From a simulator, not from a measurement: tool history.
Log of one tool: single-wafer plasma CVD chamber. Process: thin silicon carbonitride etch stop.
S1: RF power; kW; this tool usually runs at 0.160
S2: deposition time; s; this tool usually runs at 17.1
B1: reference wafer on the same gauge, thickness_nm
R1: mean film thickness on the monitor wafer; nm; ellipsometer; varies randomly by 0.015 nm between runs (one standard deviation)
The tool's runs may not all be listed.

run   hour     S1    S2     B1     R1
  1    0.0  0.160  15.4  8.699  7.009
  2   19.5  0.160  15.4  8.702  7.008
  3   48.1  0.160  15.4  8.699  7.025
  4   67.1  0.140  17.1  8.697  7.534
  5  100.5  0.140  17.1  8.698  7.538
  6  133.0  0.160  17.1  8.700  7.756
  7  149.1  0.150  17.1  8.698  7.633
  8  175.2  0.150  17.1  8.700  7.624
  9  197.9  0.150  17.1  8.698  7.628
 10  296.3  0.160  17.1  8.696  7.746
 11  311.8  0.160  17.1  8.702  7.745
 12  390.7  0.160  17.1  8.700  7.731
     419.5  -- showerhead replaced
 13  420.0  0.160  17.1  8.704  7.739
     433.6  -- thermocouple changed; heater temperature recalibrated
 14  434.1  0.160  17.1  8.697  7.725
 15  443.6  0.160  14.5  8.697  6.571
     471.3  -- RF generator calibrated
 16  471.8  0.160  18.1  8.697  8.331
 17  478.8  0.160  14.6  8.703  6.703
     496.3  -- gauge calibrated
 18  501.7  0.140  17.1  8.700  7.598
 19  532.9  0.150  17.1  8.700  7.775
 20  559.8  0.185  19.6  8.700  9.376
 21  585.5  0.150  13.9  8.699  6.311
 22  604.1  0.160  17.1  8.703  7.877
 23  629.5  0.160  14.5  8.701  6.675
 24  643.0  0.160  17.1  8.703  7.870
 25  662.7  0.185  19.2  8.699  9.160
 26  699.3  0.135  18.7  8.698  8.268
 27  712.6  0.150  16.2  8.704  7.324

Measured minus without-hidden-state, run by run (identical run-to-run variation in each term; gauge scatter may differ):
The tool's hidden condition here consists of: wafer temperature above the value expected at the setpoint (K); delivered RF power above the setpoint (%); gauge reads high (%).
run      R1
  1  -0.079
  2  -0.082
  3  -0.086
  4  -0.095
  5  -0.100
  6  -0.108
  7  -0.108
  8  -0.112
  9  -0.116
 10  -0.135
 11  -0.138
 12  -0.153
 13  -0.160
 14  -0.162
 15  -0.140
 16  -0.005
 17  -0.003
 18  -0.004
 19  -0.005
 20  -0.006
 21  -0.004
 22  -0.006
 23  -0.005
 24  -0.006
 25  -0.008
 26  -0.008
 27  -0.007

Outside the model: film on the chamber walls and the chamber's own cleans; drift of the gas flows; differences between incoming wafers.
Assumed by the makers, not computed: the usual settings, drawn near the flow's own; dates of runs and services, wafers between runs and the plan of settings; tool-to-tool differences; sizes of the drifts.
